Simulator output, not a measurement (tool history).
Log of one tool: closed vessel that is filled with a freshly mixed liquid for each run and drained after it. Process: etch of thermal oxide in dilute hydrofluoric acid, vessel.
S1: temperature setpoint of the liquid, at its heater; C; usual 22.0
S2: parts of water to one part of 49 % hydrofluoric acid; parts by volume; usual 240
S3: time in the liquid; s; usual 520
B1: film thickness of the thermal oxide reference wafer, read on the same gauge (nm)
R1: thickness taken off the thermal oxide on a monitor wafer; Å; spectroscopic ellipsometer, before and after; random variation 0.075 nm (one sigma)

Run 1, hour 0.0: usual settings; B1 70.02. Result: R1 76.7 Å.
Run 2, hour 93.0: usual settings; B1 70.03. Result: R1 75.5 Å.
Run 3, hour 183.6: usual settings; B1 69.99. Result: R1 76.4 Å.
Run 4, hour 282.6: usual settings; B1 70.02. Result: R1 76.9 Å.
At hour 291.2: thermometer replaced.
Run 5, hour 376.2: usual settings; B1 70.01. Result: R1 72.2 Å.
Run 6, hour 421.5: usual settings but S2 330 parts by volume; B1 69.98. Result: R1 49.1 Å.
At hour 467.5: hydrofluoric acid flow meter replaced.
Run 7, hour 526.0: usual settings but S2 330 parts by volume; B1 70.00. Result: R1 48.8 Å.
Run 8, hour 626.6: usual settings; B1 69.99. Result: R1 71.3 Å.
Run 9, hour 690.6: usual settings; B1 69.98. Result: R1 71.4 Å.
At hour 776.2: thermometer replaced, repeated, since the last time left the tool worse.
Run 10, hour 790.6: usual settings; B1 69.98. Result: R1 78.3 Å.
Run 11, hour 894.4: usual settings; B1 69.98. Result: R1 78.6 Å.
Run 12, hour 998.1: usual settings but S2 165 parts by volume, S3 740 s; B1 70.01. Result: R1 172.3 Å.
At hour 1079.2: gauge calibrated.
Run 13, hour 1104.9: usual settings but S1 25.0 C, S3 330 s; B1 69.95. Result: R1 54.4 Å.
Run 14, hour 1187.1: usual settings but S2 140 parts by volume, S3 825 s; B1 69.97. Result: R1 231.9 Å.
Run 15, hour 1253.6: usual settings; B1 69.96. Result: R1 76.4 Å.
Run 16, hour 1335.5: usual settings; B1 69.99. Result: R1 76.0 Å.
Run 17, hour 1436.0: usual settings but S1 24.5 C; B1 70.01. Result: R1 83.0 Å.
At hour 1528.4: hydrofluoric acid flow meter replaced.
Run 18, hour 1539.2: usual settings but S1 17.5 C, S2 340 parts by volume, S3 390 s; B1 70.00. Result: R1 31.0 Å.
Run 19, hour 1647.1: usual settings but S1 19.0 C, S3 430 s; B1 70.02. Result: R1 55.0 Å.
Run 20, hour 1696.0: usual settings but S3 275 s; B1 70.00. Result: R1 39.9 Å.
Run 21, hour 1763.1: usual settings; B1 70.00. Result: R1 75.4 Å.
At hour 1776.3: thermometer replaced.
Run 22, hour 1803.4: usual settings but S1 20.5 C, S2 185 parts by volume; B1 70.06. Result: R1 101.7 Å.
Run 23, hour 1874.5: usual settings; B1 69.96. Result: R1 79.1 Å.
Run 24, hour 1913.4: usual settings but S2 130 parts by volume, S3 320 s; B1 69.99. Result: R1 98.6 Å.
Run 25, hour 1970.2: usual settings; B1 70.01. Result: R1 79.5 Å.
Run 26, hour 2022.8: usual settings but S1 18.5 C, S2 280 parts by volume, S3 780 s; B1 69.97. Result: R1 83.2 Å.
Run 27, hour 2105.4: usual settings but S1 18.5 C, S3 345 s; B1 70.03. Result: R1 45.3 Å.
Run 28, hour 2155.9: usual settings; B1 69.99. Result: R1 78.6 Å.
Run 29, hour 2201.9: usual settings; B1 69.96. Result: R1 77.2 Å.
Run 30, hour 2239.7: usual settings but S2 270 parts by volume, S3 375 s; B1 70.04. Result: R1 48.0 Å.
Run 31, hour 2347.5: usual settings but S2 290 parts by volume, S3 800 s; B1 70.00. Result: R1 93.9 Å.
Run 32, hour 2405.4: usual settings but S1 20.0 C, S2 175 parts by volume, S3 440 s; B1 69.94. Result: R1 87.8 Å.

The tool's hidden state at each run:
hydrofluoric acid flow above the setpoint (%): 0 in every run
gauge reads high (%): 0 in every run
H1: liquid colder than its thermometer reads (K)
run      H1
  1   0.722
  2    0.83
  3   0.936
  4    1.05
  5       2
  6    2.05
  7    2.17
  8    2.29
  9    2.36
 10  0.0844
 11   0.206
 12   0.327
 13   0.451
 14   0.547
 15   0.625
 16    0.72
 17   0.838
 18   0.958
 19    1.08
 20    1.14
 21    1.22
 22  0.0424
 23   0.125
 24   0.171
 25   0.237
 26   0.299
 27   0.395
 28   0.454
 29   0.508
 30   0.552
 31   0.678
 32   0.745
